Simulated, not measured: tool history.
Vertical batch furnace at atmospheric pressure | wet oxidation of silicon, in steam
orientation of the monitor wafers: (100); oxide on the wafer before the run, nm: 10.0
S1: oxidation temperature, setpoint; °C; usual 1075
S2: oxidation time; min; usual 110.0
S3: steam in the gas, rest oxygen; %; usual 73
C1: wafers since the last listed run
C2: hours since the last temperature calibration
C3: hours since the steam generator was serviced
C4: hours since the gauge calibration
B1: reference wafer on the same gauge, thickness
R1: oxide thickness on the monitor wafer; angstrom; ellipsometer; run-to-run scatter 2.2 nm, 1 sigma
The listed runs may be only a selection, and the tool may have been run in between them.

run   hour    S1     S2  S3   C1      C2      C3      C4      B1      R1
  1    0.0  1075  110.0  76    0  1803.6  3033.4  1138.8  787.21  6658.9
  2   24.7  1075  110.0  73  366  1828.3  3058.1  1163.5  787.58  6547.0
  3   57.3  1075  110.0  73  483  1860.9  3090.7  1196.1  786.99  6499.1
  4   72.1  1075  110.0  66  219  1875.7  3105.5  1210.9  785.81  6177.2
  5   89.2  1075  110.0  66  253  1892.8  3122.6  1228.0  787.30  6164.2
  6  116.2  1075  110.0  66  400  1919.8  3149.6  1255.0  787.10  6185.8
  7  145.1  1075  110.0  79  428  1948.7  3178.5  1283.9  787.24  6827.3
     157.6  -- gauge calibrated
  8  160.7  1075  110.0  79  231  1964.3  3194.1     3.1  787.90  6798.3
  9  191.7  1075  110.0  73  460  1995.3  3225.1    34.1  787.02  6494.9
 10  228.5  1075  110.0  73  546  2032.1  3261.9    70.9  786.42  6490.1
 11  259.4  1075  110.0  73  458  2063.0  3292.8   101.8  787.12  6508.0
 12  275.9  1075  110.0  73  244  2079.5  3309.3   118.3  786.74  6495.0
 13  311.8  1075  110.0  73  532  2115.4  3345.2   154.2  786.96  6534.9
 14  328.8  1052   73.0  73  252  2132.4  3362.2   171.2  786.60  4582.0
 15  351.5  1075  110.0  73  336  2155.1  3384.9   193.9  787.07  6483.3
 16  373.7  1075  138.0  73  329  2177.3  3407.1   216.1  786.65  7362.8
 17  408.5  1094   91.0  82  516  2212.1  3441.9   250.9  786.21  6706.8
 18  421.4  1075  110.0  73  191  2225.0  3454.8   263.8  786.59  6498.7
 19  451.5  1075   65.0  78  446  2255.1  3484.9   293.9  787.46  5000.8
 20  507.3  1061   58.0  85  828  2310.9  3540.7   349.7  787.54  4554.6
 21  535.2  1075  110.0  61  414  2338.8  3568.6   377.6  786.54  5845.0
 22  566.5  1099  110.0  62  464  2370.1  3599.9   408.9  787.77  6515.1
     614.0  -- steam generator serviced
     639.6  -- thermocouples replaced and temperature profile calibrated
 23  672.9  1065  132.0  69  866    33.3    58.9   515.3  786.10  6984.6
 24  691.6  1052   73.0  73  277    52.0    77.6   534.0  786.73  4756.7
 25  717.4  1096  161.0  69  382    77.8   103.4   559.8  786.93  8757.7
 26  746.1  1075  110.0  79  425   106.5   132.1   588.5  786.50  7072.9
 27  758.5  1075  110.0  73  184   118.9   144.5   600.9  787.12  6738.6
 28  793.6  1061  110.0  79  520   154.0   179.6   636.0  785.99  6633.1
 29  816.1  1075  110.0  73  333   176.5   202.1   658.5  787.02  6759.6
 30  834.5  1075   80.0  68  273   194.9   220.5   676.9  788.01  5360.8
 31  852.6  1075   60.0  77  268   213.0   238.6   695.0  787.26  4891.9
 32  875.0  1051   82.0  67  332   235.4   261.0   717.4  786.89  4791.8
 33  892.9  1075  110.0  73  265   253.3   278.9   735.3  786.39  6705.3
 34  927.8  1052   73.0  73  518   288.2   313.8   770.2  787.26  4738.4
 35  962.1  1075  110.0  73  509   322.5   348.1   804.5  787.44  6685.1
 36  977.0  1063  146.0  73  221   337.4   363.0   819.4  786.72  7507.3
 37  989.6  1086  163.5  69  187   350.0   375.6   832.0  787.14  8435.2

How the hidden state differs across the entries between the runs, from the last listed run before each to the first after it:
After run 7, before run 8: gauge calibrated (hour 157.6)
  steam share off its setpoint, % of the setpoint: -8.09 -> -8.1
  measured value less the no-hidden-state value, R1: -332.0 -> -331.0 angstrom
After run 22, before run 23: steam generator serviced (hour 614.0); thermocouples replaced and temperature profile calibrated (hour 639.6)
  steam share off its setpoint, % of the setpoint: -8.27 -> -1.9
  measured value less the no-hidden-state value, R1: -319.1 -> -76.7 angstrom

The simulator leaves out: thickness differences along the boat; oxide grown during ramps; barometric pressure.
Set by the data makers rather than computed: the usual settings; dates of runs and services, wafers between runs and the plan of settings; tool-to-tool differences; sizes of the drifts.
